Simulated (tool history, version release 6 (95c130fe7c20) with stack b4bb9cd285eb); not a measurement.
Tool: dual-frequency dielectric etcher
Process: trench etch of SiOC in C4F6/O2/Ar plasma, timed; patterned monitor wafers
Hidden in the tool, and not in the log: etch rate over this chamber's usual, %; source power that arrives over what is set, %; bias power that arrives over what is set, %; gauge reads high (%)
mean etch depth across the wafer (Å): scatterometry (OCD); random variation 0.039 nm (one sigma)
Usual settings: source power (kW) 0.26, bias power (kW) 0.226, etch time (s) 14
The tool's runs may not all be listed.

run   hour  source power (kW)  bias power (kW)  etch time (s)  wafers since the last listed run  hours since the last wet clean  hours since the last source power generator calibration  hours since the last bias power generator calibration  hours since the last upper electrode change  hours since the gauge calibration  read-back reference wafer on the same gauge, depth_nm  mean etch depth across the wafer (Å)
  1      0               0.26            0.226             14                                 0                            98.5                                                   3110.6                                                 2685.9                                       6019.5                              497.3                                                  25.71                                   269
      22.3  -- gauge calibrated
  2   63.4               0.26            0.226             14                               977                           161.9                                                     3174                                                 2749.3                                       6082.9                               41.1                                                   25.7                                 269.5
  3   85.8               0.26            0.203             14                               345                           184.3                                                   3196.4                                                 2771.7                                       6105.3                               63.5                                                   25.7                                 259.5
  4  121.5               0.26            0.203             14                               550                             220                                                   3232.1                                                 2807.4                                         6141                               99.2                                                  25.69                                 260.2
  5  143.4               0.26            0.226             15                               337                           241.9                                                     3254                                                 2829.3                                       6162.9                              121.1                                                   25.7                                 289.5
  6  161.3               0.26            0.226             15                               276                           259.8                                                   3271.9                                                 2847.2                                       6180.8                                139                                                  25.71                                 290.1
  7  227.7               0.26            0.226             15                              1024                           326.2                                                   3338.3                                                 2913.6                                       6247.2                              205.4                                                   25.7                                 290.3
  8    253               0.26            0.226             14                               390                           351.5                                                   3363.6                                                 2938.9                                       6272.5                              230.7                                                   25.7                                   271
  9  286.6               0.26            0.226             14                               518                           385.1                                                   3397.2                                                 2972.5                                       6306.1                              264.3                                                  25.71                                 271.6
 10  310.4               0.26            0.226             14                               367                           408.9                                                     3421                                                 2996.3                                       6329.9                              288.1                                                   25.7                                 271.9
     339.2  -- upper electrode replaced
 11  341.6               0.26            0.226           16.5                               111                           440.1                                                   3452.2                                                 3027.5                                          2.4                              319.3                                                  25.69                                 320.7
 12    366               0.32            0.172             11                               376                           464.5                                                   3476.6                                                 3051.9                                         26.8                              343.7                                                   25.7                                   218
     393.6  -- source power generator calibrated
 13  394.1               0.26            0.226             14                               371                           492.6                                                      0.5                                                   3080                                         54.9                              371.8                                                   25.7                                 262.9
 14  435.2               0.26            0.226             14                               633                           533.7                                                     41.6                                                 3121.1                                           96                              412.9                                                   25.7                                 263.4
       453  -- bias power generator calibrated
 15  453.5               0.26            0.198           16.5                               220                             552                                                     59.9                                                    0.5                                        114.3                              431.2                                                  25.71                                 296.7
     471.9  -- gauge calibrated
     488.7  -- wet clean of the chamber
 16  489.2               0.29            0.184           10.5                               180                             0.5                                                     95.6                                                   36.2                                          150                               17.3                                                   25.7                                 193.2
 17  517.6               0.26            0.211             14                               437                            28.9                                                      124                                                   64.6                                        178.4                               45.7                                                   25.7                                 254.3
 18  546.8               0.26            0.226             14                               450                            58.1                                                    153.2                                                   93.8                                        207.6                               74.9                                                   25.7                                 261.2
 19    561               0.26            0.275             16                               218                            72.3                                                    167.4                                                    108                                        221.8                               89.1                                                  25.71                                 320.8
 20  578.2               0.26            0.197           12.5                               265                            89.5                                                    184.6                                                  125.2                                          239                              106.3                                                   25.7                                   222
 21  596.3               0.29            0.176           16.5                               279                           107.6                                                    202.7                                                  143.3                                        257.1                              124.4                                                  25.69                                 298.9
 22  629.5               0.26            0.226             14                               512                           140.8                                                    235.9                                                  176.5                                        290.3                              157.6                                                  25.69                                 261.1

Forecast each of these 4 alternatives for the next run:
  A  629.9               0.32            0.226             14                                 6                           141.2                                                    236.3                                                  176.9                                        290.7                                158                                                      ?                                     ?
  B  629.9                0.3            0.196           11.5                                 6                           141.2                                                    236.3                                                  176.9                                        290.7                                158                                                      ?                                     ?
  C  629.9               0.28            0.226             10                                 6                           141.2                                                    236.3                                                  176.9                                        290.7                                158                                                      ?                                     ?
  D  629.9               0.23            0.191             14                                 6                           141.2                                                    236.3                                                  176.9                                        290.7                                158                                                      ?                                     ?

run  read-back reference wafer on the same gauge, depth_nm  mean etch depth across the wafer (Å)
  A                                                  25.71                                 292.3
  B                                                  25.71                                   221
  C                                                  25.71                                 194.6
  D                                                  25.71                                 229.7
Without the tool's hidden state the same runs would have given:
run  mean etch depth across the wafer (Å)
  A                                 292.3
  B                                 220.9
  C                                 194.5
  D                                 229.6
